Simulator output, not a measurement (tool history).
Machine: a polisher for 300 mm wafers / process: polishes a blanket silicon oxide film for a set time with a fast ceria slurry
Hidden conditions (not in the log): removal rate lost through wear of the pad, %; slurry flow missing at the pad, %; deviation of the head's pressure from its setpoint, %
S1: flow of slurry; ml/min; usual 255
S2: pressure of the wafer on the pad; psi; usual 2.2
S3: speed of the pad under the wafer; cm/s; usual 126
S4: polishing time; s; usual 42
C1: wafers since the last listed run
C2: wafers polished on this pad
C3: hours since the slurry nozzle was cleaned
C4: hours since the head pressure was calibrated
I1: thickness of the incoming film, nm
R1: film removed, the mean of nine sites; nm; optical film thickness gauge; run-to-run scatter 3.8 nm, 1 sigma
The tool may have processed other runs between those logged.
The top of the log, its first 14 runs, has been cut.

Run 15, day 14.467: usual settings; C1 192; C2 1407; C3 532.2; C4 305.4; I1 2188.0. Result: R1 581.6 nm.
Run 16, day 15.096: usual settings; C1 151; C2 1558; C3 547.3; C4 320.5; I1 2193.1. Result: R1 587.3 nm.
Run 17, day 16.421: usual settings but S1 340 ml/min, S4 53 s; C1 318; C2 1877; C3 579.1; C4 352.3; I1 2161.3. Result: R1 764.9 nm.
At day 16.842: worn pad replaced by a new one.
Run 18, day 17.817: usual settings but S1 280 ml/min, S4 36 s; C1 295; C2 234; C3 612.6; C4 385.8; I1 2152.5. Result: R1 511.6 nm.
Run 19, day 19.246: usual settings; C1 343; C2 578; C3 646.9; C4 420.1; I1 2232.2. Result: R1 591.1 nm.
Run 20, day 19.783: usual settings but S1 220 ml/min, S3 94 cm/s, S4 34 s; C1 129; C2 707; C3 659.8; C4 433.0; I1 2218.1. Result: R1 357.9 nm.
Run 21, day 20.575: usual settings; C1 190; C2 898; C3 678.8; C4 452.0; I1 2167.3. Result: R1 593.0 nm.
Run 22, day 21.588: usual settings but S1 300 ml/min, S2 3.0 psi, S3 146 cm/s; C1 243; C2 1141; C3 703.1; C4 476.3; I1 2222.3. Result: R1 913.0 nm.
At day 22.167: head pressure recalibrated.
Run 23, day 23.062: usual settings but S2 2.4 psi, S3 86 cm/s; C1 334; C2 1476; C3 738.5; C4 21.5; I1 2165.6. Result: R1 415.0 nm.
Run 24, day 24.383: usual settings but S1 300 ml/min, S2 1.5 psi; C1 317; C2 1794; C3 770.2; C4 53.2; I1 2157.3. Result: R1 414.6 nm.
At day 24.900: worn pad replaced by a new one.
Run 25, day 25.292: usual settings; C1 178; C2 94; C3 792.0; C4 75.0; I1 2210.4. Result: R1 572.6 nm.
Run 26, day 26.350: usual settings but S1 165 ml/min, S2 1.7 psi; C1 254; C2 349; C3 817.4; C4 100.4; I1 2165.8. Result: R1 443.2 nm.
Run 27, day 26.871: usual settings; C1 125; C2 474; C3 829.9; C4 112.9; I1 2179.4. Result: R1 580.4 nm.
At day 26.992: slurry nozzle cleaned.
Run 28, day 28.112: usual settings but S1 310 ml/min, S2 2.0 psi, S4 55 s; C1 288; C2 763; C3 26.9; C4 142.7; I1 2166.3. Result: R1 720.9 nm.
Run 29, day 29.004: usual settings but S2 2.7 psi; C1 214; C2 977; C3 48.3; C4 164.1; I1 2175.6. Result: R1 710.0 nm.
Run 30, day 29.946: usual settings but S2 2.8 psi, S4 53 s; C1 226; C2 1204; C3 70.9; C4 186.7; I1 2184.7. Result: R1 924.9 nm.
Run 31, day 31.025: usual settings but S3 164 cm/s, S4 31 s; C1 259; C2 1464; C3 96.8; C4 212.6; I1 2181.0. Result: R1 579.5 nm.
Run 32, day 31.942: usual settings but S1 185 ml/min, S4 54 s; C1 220; C2 1684; C3 118.8; C4 234.6; I1 2175.8. Result: R1 743.1 nm.
Run 33, day 33.108: usual settings; C1 280; C2 1965; C3 146.8; C4 262.6; I1 2214.5. Result: R1 599.8 nm.
Run 34, day 33.725: usual settings but S2 1.7 psi; C1 148; C2 2113; C3 161.6; C4 277.4; I1 2154.3. Result: R1 485.9 nm.
Run 35, day 34.346: usual settings but S2 2.6 psi, S3 84 cm/s; C1 149; C2 2263; C3 176.5; C4 292.3; I1 2163.2. Result: R1 462.4 nm.
At day 34.538: worn pad replaced by a new one.
Run 36, day 35.679: usual settings but S3 96 cm/s; C1 280; C2 274; C3 208.5; C4 324.3; I1 2220.6. Result: R1 460.4 nm.
Run 37, day 36.517: usual settings but S3 168 cm/s; C1 201; C2 476; C3 228.6; C4 344.4; I1 2176.0. Result: R1 806.9 nm.

Alternative continuations, all from the tool just after run 37; predict every row:
Run A, day 36.533: usual settings; C1 4; C2 480; C3 229.0; C4 344.8; I1 2197.5. Result: R1 ?.
Run B, day 36.533: usual settings but S4 49 s; C1 4; C2 480; C3 229.0; C4 344.8; I1 2197.5. Result: R1 ?.
Run C, day 36.533: usual settings but S3 114 cm/s, S4 31 s; C1 4; C2 480; C3 229.0; C4 344.8; I1 2197.5. Result: R1 ?.
Run D, day 36.533: usual settings but S4 38 s; C1 4; C2 480; C3 229.0; C4 344.8; I1 2197.5. Result: R1 ?.

run     R1
  A  606.1
  B  707.1
  C  404.7
  D  548.3
Had the tool no hidden state, the same runs would have come out as:
run     R1
  A  550.8
  B  642.6
  C  367.8
  D  498.3

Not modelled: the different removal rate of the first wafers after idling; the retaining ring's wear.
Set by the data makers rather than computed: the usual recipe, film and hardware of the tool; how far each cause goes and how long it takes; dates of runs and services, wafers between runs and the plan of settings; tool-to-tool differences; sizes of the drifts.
